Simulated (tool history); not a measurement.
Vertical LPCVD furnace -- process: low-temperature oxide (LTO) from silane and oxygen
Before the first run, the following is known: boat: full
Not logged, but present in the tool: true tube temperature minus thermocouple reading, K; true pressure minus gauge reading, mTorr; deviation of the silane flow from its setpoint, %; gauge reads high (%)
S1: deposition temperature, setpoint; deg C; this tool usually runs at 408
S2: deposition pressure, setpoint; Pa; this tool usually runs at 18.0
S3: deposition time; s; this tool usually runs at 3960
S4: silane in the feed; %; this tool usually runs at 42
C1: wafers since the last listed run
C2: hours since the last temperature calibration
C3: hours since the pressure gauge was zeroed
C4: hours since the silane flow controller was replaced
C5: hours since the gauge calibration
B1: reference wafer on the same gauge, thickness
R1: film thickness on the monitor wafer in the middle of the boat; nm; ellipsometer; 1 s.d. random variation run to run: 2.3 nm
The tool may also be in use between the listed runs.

Run 1, hour 0.0: usual settings; C1 0; C2 2855.9; C3 1429.3; C4 4320.3; C5 666.8; B1 479.56. Result: R1 404.90 nm.
Run 2, hour 69.9: usual settings but S1 412 deg C; C1 840; C2 2925.8; C3 1499.2; C4 4390.2; C5 736.7; B1 479.08. Result: R1 419.16 nm.
Run 3, hour 111.5: usual settings but S1 412 deg C; C1 500; C2 2967.4; C3 1540.8; C4 4431.8; C5 778.3; B1 480.09. Result: R1 417.75 nm.
Run 4, hour 209.2: usual settings but S1 412 deg C; C1 1175; C2 3065.1; C3 1638.5; C4 4529.5; C5 876.0; B1 479.93. Result: R1 419.18 nm.
At hour 287.8: thermocouples replaced and temperature profile calibrated.
Run 5, hour 288.3: usual settings; C1 662; C2 0.5; C3 1717.6; C4 4608.6; C5 955.1; B1 479.84. Result: R1 399.99 nm.
At hour 348.1: pressure gauge zeroed.
Run 6, hour 348.6: usual settings; C1 436; C2 60.8; C3 0.5; C4 4668.9; C5 1015.4; B1 481.47. Result: R1 418.42 nm.
Run 7, hour 367.8: usual settings; C1 230; C2 80.0; C3 19.7; C4 4688.1; C5 1034.6; B1 479.65. Result: R1 424.96 nm.
Run 8, hour 403.3: usual settings; C1 427; C2 115.5; C3 55.2; C4 4723.6; C5 1070.1; B1 478.93. Result: R1 424.46 nm.
At hour 420.8: gauge calibrated.
At hour 469.4: silane flow controller replaced.
Run 9, hour 469.9: usual settings; C1 512; C2 182.1; C3 121.8; C4 0.5; C5 49.1; B1 479.86. Result: R1 422.53 nm.
Run 10, hour 511.5: usual settings but S1 397 deg C; C1 500; C2 223.7; C3 163.4; C4 42.1; C5 90.7; B1 480.14. Result: R1 371.42 nm.
Run 11, hour 558.8: usual settings but S1 399 deg C, S2 16.0 Pa, S3 4680 s, S4 45 %; C1 568; C2 271.0; C3 210.7; C4 89.4; C5 138.0; B1 479.17. Result: R1 432.04 nm.
Run 12, hour 584.1: usual settings but S2 15.3 Pa, S4 37 %; C1 304; C2 296.3; C3 236.0; C4 114.7; C5 163.3; B1 479.48. Result: R1 306.40 nm.

For run 13, what comes out?
Run 13, hour 641.0: usual settings but S2 22.0 Pa, S3 5520 s; C1 684; C2 353.2; C3 292.9; C4 171.6; C5 220.2; B1 ?. Result: R1 ?.

B1: 479.38
R1: 705.47 nm
With the hidden condition absent and the run-to-run variation left alone, this run would have shown R1 713.71 nm.

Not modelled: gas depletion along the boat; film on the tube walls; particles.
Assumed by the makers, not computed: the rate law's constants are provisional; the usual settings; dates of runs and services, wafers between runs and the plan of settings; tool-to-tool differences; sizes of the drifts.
